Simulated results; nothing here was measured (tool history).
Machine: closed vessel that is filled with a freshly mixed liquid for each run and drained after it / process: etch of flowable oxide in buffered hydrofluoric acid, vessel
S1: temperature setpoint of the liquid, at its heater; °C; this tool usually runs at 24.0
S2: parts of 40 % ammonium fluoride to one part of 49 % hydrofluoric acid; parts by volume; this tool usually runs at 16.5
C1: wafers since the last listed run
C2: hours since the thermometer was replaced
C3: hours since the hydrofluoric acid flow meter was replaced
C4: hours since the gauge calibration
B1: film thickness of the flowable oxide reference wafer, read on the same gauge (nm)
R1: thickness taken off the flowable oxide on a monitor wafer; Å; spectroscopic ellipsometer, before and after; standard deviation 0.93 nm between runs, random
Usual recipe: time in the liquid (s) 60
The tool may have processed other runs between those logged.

{"run": 1, "hour": 0.0, "S1": 20.5, "S2": 16.5, "time in the liquid (s)": 60, "C1": 0, "C2": 1270.1, "C3": 258.1, "C4": 1255.0, "B1": 100.01, "R1": 1003.8}
{"run": 2, "hour": 56.6, "S1": 20.5, "S2": 16.5, "time in the liquid (s)": 60, "C1": 7605, "C2": 1326.7, "C3": 314.7, "C4": 1311.6, "B1": 99.99, "R1": 993.6}
{"run": 3, "hour": 112.9, "S1": 24.0, "S2": 16.5, "time in the liquid (s)": 60, "C1": 7565, "C2": 1383.0, "C3": 371.0, "C4": 1367.9, "B1": 99.99, "R1": 1215.0}
{"run": 4, "hour": 182.7, "S1": 24.0, "S2": 16.5, "time in the liquid (s)": 60, "C1": 9379, "C2": 1452.8, "C3": 440.8, "C4": 1437.7, "B1": 99.98, "R1": 1218.5}
{"hour": 187.3, "done": "thermometer replaced"}
{"run": 5, "hour": 247.4, "S1": 24.0, "S2": 12.0, "time in the liquid (s)": 75, "C1": 8559, "C2": 60.1, "C3": 505.5, "C4": 1502.4, "B1": 99.98, "R1": 2210.8}
{"run": 6, "hour": 294.1, "S1": 24.0, "S2": 12.0, "time in the liquid (s)": 75, "C1": 6275, "C2": 106.8, "C3": 552.2, "C4": 1549.1, "B1": 99.97, "R1": 2233.5}
{"run": 7, "hour": 359.3, "S1": 24.0, "S2": 12.0, "time in the liquid (s)": 75, "C1": 8761, "C2": 172.0, "C3": 617.4, "C4": 1614.3, "B1": 100.02, "R1": 2214.4}
{"run": 8, "hour": 420.7, "S1": 24.0, "S2": 16.5, "time in the liquid (s)": 60, "C1": 8250, "C2": 233.4, "C3": 678.8, "C4": 1675.7, "B1": 99.97, "R1": 1294.2}
{"run": 9, "hour": 468.3, "S1": 27.0, "S2": 19.5, "time in the liquid (s)": 70, "C1": 6396, "C2": 281.0, "C3": 726.4, "C4": 1723.3, "B1": 100.01, "R1": 1502.3}
{"run": 10, "hour": 536.7, "S1": 24.0, "S2": 18.5, "time in the liquid (s)": 60, "C1": 9191, "C2": 349.4, "C3": 794.8, "C4": 1791.7, "B1": 99.99, "R1": 1159.8}
{"run": 11, "hour": 581.6, "S1": 24.0, "S2": 16.5, "time in the liquid (s)": 30, "C1": 6033, "C2": 394.3, "C3": 839.7, "C4": 1836.6, "B1": 100.02, "R1": 634.9}
{"hour": 603.1, "done": "hydrofluoric acid flow meter replaced"}
{"run": 12, "hour": 647.9, "S1": 22.5, "S2": 23.0, "time in the liquid (s)": 35, "C1": 8774, "C2": 460.6, "C3": 44.8, "C4": 1902.9, "B1": 100.0, "R1": 513.4}
{"run": 13, "hour": 673.5, "S1": 21.0, "S2": 16.5, "time in the liquid (s)": 60, "C1": 3439, "C2": 486.2, "C3": 70.4, "C4": 1928.5, "B1": 100.01, "R1": 1067.4}
{"run": 14, "hour": 710.2, "S1": 21.0, "S2": 16.5, "time in the liquid (s)": 70, "C1": 4931, "C2": 522.9, "C3": 107.1, "C4": 1965.2, "B1": 100.01, "R1": 1277.0}
{"run": 15, "hour": 760.1, "S1": 24.0, "S2": 16.5, "time in the liquid (s)": 60, "C1": 6705, "C2": 572.8, "C3": 157.0, "C4": 2015.1, "B1": 99.99, "R1": 1269.5}
{"run": 16, "hour": 825.7, "S1": 24.0, "S2": 22.5, "time in the liquid (s)": 60, "C1": 8814, "C2": 638.4, "C3": 222.6, "C4": 2080.7, "B1": 100.01, "R1": 981.1}
{"run": 17, "hour": 867.5, "S1": 19.0, "S2": 20.5, "time in the liquid (s)": 60, "C1": 5616, "C2": 680.2, "C3": 264.4, "C4": 2122.5, "B1": 100.0, "R1": 779.3}
{"run": 18, "hour": 930.8, "S1": 21.5, "S2": 22.5, "time in the liquid (s)": 70, "C1": 8505, "C2": 743.5, "C3": 327.7, "C4": 2185.8, "B1": 99.99, "R1": 975.1}
{"run": 19, "hour": 999.9, "S1": 22.5, "S2": 22.0, "time in the liquid (s)": 60, "C1": 9285, "C2": 812.6, "C3": 396.8, "C4": 2254.9, "B1": 100.0, "R1": 887.1}
{"run": 20, "hour": 1047.5, "S1": 24.0, "S2": 15.0, "time in the liquid (s)": 60, "C1": 6396, "C2": 860.2, "C3": 444.4, "C4": 2302.5, "B1": 99.98, "R1": 1373.0}
{"run": 21, "hour": 1117.0, "S1": 20.0, "S2": 16.5, "time in the liquid (s)": 60, "C1": 9339, "C2": 929.7, "C3": 513.9, "C4": 2372.0, "B1": 100.02, "R1": 999.7}
{"hour": 1259.9, "done": "gauge calibrated"}
{"run": 22, "hour": 1318.5, "S1": 20.0, "S2": 13.5, "time in the liquid (s)": 50, "C1": 27076, "C2": 1131.2, "C3": 715.4, "C4": 58.6, "B1": 100.02, "R1": 1016.5}
{"run": 23, "hour": 1355.4, "S1": 24.0, "S2": 16.5, "time in the liquid (s)": 60, "C1": 4958, "C2": 1168.1, "C3": 752.3, "C4": 95.5, "B1": 99.99, "R1": 1235.1}
{"run": 24, "hour": 1411.7, "S1": 25.5, "S2": 22.5, "time in the liquid (s)": 30, "C1": 7565, "C2": 1224.4, "C3": 808.6, "C4": 151.8, "B1": 100.02, "R1": 504.9}
{"run": 25, "hour": 1485.2, "S1": 27.0, "S2": 19.5, "time in the liquid (s)": 70, "C1": 9876, "C2": 1297.9, "C3": 882.1, "C4": 225.3, "B1": 100.01, "R1": 1411.5}
{"hour": 1504.5, "done": "hydrofluoric acid flow meter replaced"}
{"run": 26, "hour": 1521.9, "S1": 24.0, "S2": 10.5, "time in the liquid (s)": 60, "C1": 4797, "C2": 1334.6, "C3": 17.4, "C4": 262.0, "B1": 99.99, "R1": 1924.5}
{"run": 27, "hour": 1577.6, "S1": 25.5, "S2": 11.5, "time in the liquid (s)": 50, "C1": 7484, "C2": 1390.3, "C3": 73.1, "C4": 317.7, "B1": 100.02, "R1": 1578.3}
{"hour": 1591.2, "done": "thermometer replaced"}
{"run": 28, "hour": 1613.7, "S1": 24.0, "S2": 16.5, "time in the liquid (s)": 85, "C1": 4716, "C2": 22.5, "C3": 109.2, "C4": 353.8, "B1": 99.99, "R1": 1839.1}
{"run": 29, "hour": 1668.3, "S1": 24.0, "S2": 16.5, "time in the liquid (s)": 60, "C1": 7336, "C2": 77.1, "C3": 163.8, "C4": 408.4, "B1": 100.0, "R1": 1285.9}
{"run": 30, "hour": 1730.8, "S1": 21.5, "S2": 15.0, "time in the liquid (s)": 60, "C1": 8398, "C2": 139.6, "C3": 226.3, "C4": 470.9, "B1": 99.99, "R1": 1208.4}
{"run": 31, "hour": 1792.8, "S1": 19.5, "S2": 23.0, "time in the liquid (s)": 50, "C1": 8331, "C2": 201.6, "C3": 288.3, "C4": 532.9, "B1": 100.04, "R1": 630.3}
{"run": 32, "hour": 1839.6, "S1": 25.5, "S2": 20.5, "time in the liquid (s)": 85, "C1": 6288, "C2": 248.4, "C3": 335.1, "C4": 579.7, "B1": 100.04, "R1": 1584.9}

Below, each run's measurement less what the same run would have read without the hidden state. Both values contain the same run-to-run variation, but the gauge's scatter may not be the same in both:
Hidden state at play: liquid colder than its thermometer reads (K); hydrofluoric acid flow above the setpoint (%); gauge reads high (%).
run=1 R1=-63.4
run=2 R1=-65.1
run=3 R1=-81.2
run=4 R1=-85.0
run=5 R1=-12.1
run=6 R1=-15.9
run=7 R1=-23.1
run=8 R1=-16.4
run=9 R1=-22.0
run=10 R1=-20.5
run=11 R1=-12.6
run=12 R1=-11.8
run=13 R1=-26.0
run=14 R1=-33.2
run=15 R1=-35.2
run=16 R1=-30.1
run=17 R1=-26.0
run=18 R1=-34.9
run=19 R1=-34.0
run=20 R1=-55.2
run=21 R1=-44.8
run=22 R1=-54.6
run=23 R1=-66.7
run=24 R1=-28.6
run=25 R1=-83.0
run=26 R1=-118.2
run=27 R1=-100.6
run=28 R1=-24.3
run=29 R1=-19.9
run=30 R1=-22.4
run=31 R1=-13.7
run=32 R1=-36.6
